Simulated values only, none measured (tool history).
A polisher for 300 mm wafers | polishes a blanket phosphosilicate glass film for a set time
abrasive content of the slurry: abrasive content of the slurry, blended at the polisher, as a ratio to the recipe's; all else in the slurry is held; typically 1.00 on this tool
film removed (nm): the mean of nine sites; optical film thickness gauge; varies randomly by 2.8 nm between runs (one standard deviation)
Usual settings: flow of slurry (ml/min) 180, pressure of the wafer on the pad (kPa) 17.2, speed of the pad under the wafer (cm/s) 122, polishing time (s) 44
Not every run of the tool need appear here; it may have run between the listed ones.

| run | hour | flow of slurry (ml/min) | pressure of the wafer on the pad (kPa) | speed of the pad under the wafer (cm/s) | abrasive content of the slurry | polishing time (s) | wafers since the last listed run | wafers polished on this pad | hours since the slurry nozzle was cleaned | hours since the head pressure was calibrated | hours since the slurry blender was calibrated | hours since the conditioning disc was replaced | incoming thickness of the incoming film, nm | film removed (nm) |
|---|---|---|---|---|---|---|---|---|---|---|---|---|---|---|
| 1 | 0.0 | 160 | 17.2 | 122 | 1.00 | 44 | 0 | 2504 | 306.0 | 302.6 | 152.9 | 191.0 | 3682.6 | 297.4 |
| 2 | 51.3 | 180 | 17.2 | 122 | 1.00 | 44 | 671 | 3175 | 357.3 | 353.9 | 204.2 | 242.3 | 3700.3 | 299.8 |
| 3 | 99.6 | 180 | 17.2 | 122 | 1.00 | 44 | 632 | 3808 | 405.6 | 402.2 | 252.5 | 290.6 | 3717.8 | 292.6 |
| 4 | 144.1 | 180 | 12.4 | 122 | 1.00 | 44 | 582 | 4390 | 450.1 | 446.7 | 297.0 | 335.1 | 3721.3 | 212.5 |
|  | 241.7 | head pressure recalibrated |
| 5 | 248.8 | 180 | 12.4 | 122 | 1.00 | 44 | 1344 | 5734 | 554.8 | 7.1 | 401.7 | 439.8 | 3777.1 | 196.5 |
|  | 260.7 | conditioning disc replaced and pad reconditioned |
|  | 280.0 | worn pad replaced by a new one |
|  | 303.6 | slurry blender recalibrated |
| 6 | 310.5 | 180 | 12.4 | 122 | 1.00 | 44 | 702 | 373 | 616.5 | 68.8 | 6.9 | 49.8 | 3632.3 | 228.4 |
| 7 | 362.0 | 180 | 17.2 | 122 | 1.00 | 44 | 674 | 1047 | 668.0 | 120.3 | 58.4 | 101.3 | 3707.1 | 309.6 |
| 8 | 463.7 | 180 | 17.2 | 122 | 0.80 | 44 | 1331 | 2378 | 769.7 | 222.0 | 160.1 | 203.0 | 3654.1 | 288.7 |
|  | 494.4 | slurry nozzle cleaned |
| 9 | 540.4 | 180 | 17.2 | 122 | 0.80 | 44 | 990 | 3369 | 46.0 | 298.7 | 236.8 | 279.7 | 3725.2 | 278.4 |
| 10 | 623.1 | 180 | 17.2 | 122 | 0.80 | 44 | 1082 | 4451 | 128.7 | 381.4 | 319.5 | 362.4 | 3651.4 | 264.3 |
| 11 | 685.1 | 180 | 13.8 | 122 | 1.00 | 31 | 811 | 5263 | 190.7 | 443.4 | 381.5 | 424.4 | 3774.4 | 158.2 |
|  | 703.3 | conditioning disc replaced and pad reconditioned |
| 12 | 730.0 | 180 | 17.2 | 122 | 1.00 | 44 | 561 | 5824 | 235.6 | 488.3 | 426.4 | 26.7 | 3724.9 | 291.3 |
| 13 | 768.5 | 180 | 17.2 | 134 | 1.00 | 44 | 503 | 6328 | 274.1 | 526.8 | 464.9 | 65.2 | 3672.4 | 300.4 |
|  | 777.1 | worn pad replaced by a new one |
|  | 784.9 | head pressure recalibrated |
|  | 819.3 | slurry blender recalibrated |
| 14 | 869.2 | 180 | 17.2 | 122 | 1.00 | 53 | 1213 | 1152 | 374.8 | 84.3 | 49.9 | 165.9 | 3667.2 | 374.9 |
| 15 | 1027.1 | 200 | 19.3 | 86 | 0.75 | 44 | 2066 | 3219 | 532.7 | 242.2 | 207.8 | 323.8 | 3660.1 | 254.0 |
| 16 | 1087.8 | 125 | 17.2 | 122 | 1.00 | 44 | 794 | 4014 | 593.4 | 302.9 | 268.5 | 384.5 | 3713.8 | 269.8 |
|  | 1106.4 | conditioning disc replaced and pad reconditioned |
|  | 1165.7 | slurry nozzle cleaned |
| 17 | 1179.0 | 180 | 17.2 | 122 | 1.00 | 44 | 1154 | 5168 | 13.3 | 394.1 | 359.7 | 72.6 | 3775.5 | 294.8 |
|  | 1195.3 | worn pad replaced by a new one |
| 18 | 1230.3 | 180 | 20.0 | 122 | 1.00 | 44 | 619 | 457 | 64.6 | 445.4 | 411.0 | 123.9 | 3716.9 | 355.8 |
|  | 1325.4 | slurry blender recalibrated |
|  | 1368.3 | head pressure recalibrated |
| 19 | 1504.1 | 180 | 20.0 | 108 | 1.00 | 44 | 3531 | 3989 | 338.4 | 135.8 | 178.7 | 397.7 | 3715.2 | 305.9 |
| 20 | 1540.6 | 180 | 14.5 | 122 | 1.00 | 44 | 477 | 4467 | 374.9 | 172.3 | 215.2 | 434.2 | 3682.5 | 239.3 |
|  | 1558.3 | conditioning disc replaced and pad reconditioned |
| 21 | 1608.7 | 180 | 17.2 | 122 | 1.00 | 44 | 865 | 5332 | 443.0 | 240.4 | 283.3 | 50.4 | 3707.7 | 297.7 |
|  | 1671.9 | worn pad replaced by a new one |
| 22 | 1693.5 | 180 | 17.2 | 100 | 1.00 | 44 | 1057 | 282 | 527.8 | 325.2 | 368.1 | 135.2 | 3730.5 | 279.0 |
| 23 | 1768.2 | 180 | 17.2 | 106 | 1.00 | 57 | 977 | 1260 | 602.5 | 399.9 | 442.8 | 209.9 | 3765.5 | 367.4 |
|  | 1807.5 | slurry blender recalibrated |
| 24 | 1853.0 | 180 | 17.2 | 122 | 0.80 | 44 | 1083 | 2344 | 687.3 | 484.7 | 45.5 | 294.7 | 3770.1 | 283.7 |
|  | 1900.4 | slurry nozzle cleaned |
| 25 | 1957.1 | 180 | 17.2 | 122 | 1.00 | 44 | 1349 | 3693 | 56.7 | 588.8 | 149.6 | 398.8 | 3736.4 | 292.0 |
|  | 1989.6 | conditioning disc replaced and pad reconditioned |
|  | 2048.6 | head pressure recalibrated |
| 26 | 2058.8 | 180 | 17.2 | 122 | 0.80 | 44 | 1278 | 4972 | 158.4 | 10.2 | 251.3 | 69.2 | 3732.1 | 272.1 |

Consider 3 possible next runs. They are alternatives, not a sequence: every one starts from the tool as it was left by run 26. What does each give?
| A | 2059.2 | 180 | 17.2 | 122 | 1.00 | 57 | 5 | 4977 | 158.8 | 10.6 | 251.7 | 69.6 | 3716.1 | ? |
| B | 2059.2 | 230 | 17.2 | 122 | 0.75 | 29 | 5 | 4977 | 158.8 | 10.6 | 251.7 | 69.6 | 3716.1 | ? |
| C | 2059.2 | 200 | 20.7 | 104 | 1.30 | 44 | 5 | 4977 | 158.8 | 10.6 | 251.7 | 69.6 | 3716.1 | ? |

| run | film removed (nm) |
|---|---|
| A | 374.9 |
| B | 179.4 |
| C | 347.6 |
Without the tool's unlogged condition, the same runs would have read:
| run | film removed (nm) |
|---|---|
| A | 407.1 |
| B | 194.8 |
| C | 377.7 |
